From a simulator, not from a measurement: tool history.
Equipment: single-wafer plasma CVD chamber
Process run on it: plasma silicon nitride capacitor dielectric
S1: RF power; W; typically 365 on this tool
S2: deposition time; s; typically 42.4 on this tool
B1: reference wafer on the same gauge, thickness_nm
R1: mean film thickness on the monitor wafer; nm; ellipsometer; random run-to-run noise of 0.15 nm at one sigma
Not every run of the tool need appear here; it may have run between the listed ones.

run	day	S1	S2	B1	R1
1	0.000	365	36.7	52.842	47.739
2	1.229	365	42.4	52.902	55.400
3	1.729	365	42.4	52.881	55.439
4	2.029	365	42.4	52.864	55.387
5	2.638	380	36.6	52.925	48.549
6	3.808	380	36.6	52.887	48.661
7	4.296	365	42.4	52.938	55.345
8	5.046	365	42.4	52.892	55.272
# day 5.538: gauge calibrated
9	5.750	365	39.0	52.931	50.655
# day 6.333: RF generator calibrated
# day 6.562: showerhead replaced
10	6.583	365	39.0	52.886	52.476
11	6.804	365	39.0	52.890	52.632
12	7.467	365	42.4	52.924	57.022

Predict the results of run 13:
13	8.175	380	36.6	?	?

B1: 52.898
R1: 49.969 nm
Without the tool's hidden state the same run would have given R1 50.378 nm.

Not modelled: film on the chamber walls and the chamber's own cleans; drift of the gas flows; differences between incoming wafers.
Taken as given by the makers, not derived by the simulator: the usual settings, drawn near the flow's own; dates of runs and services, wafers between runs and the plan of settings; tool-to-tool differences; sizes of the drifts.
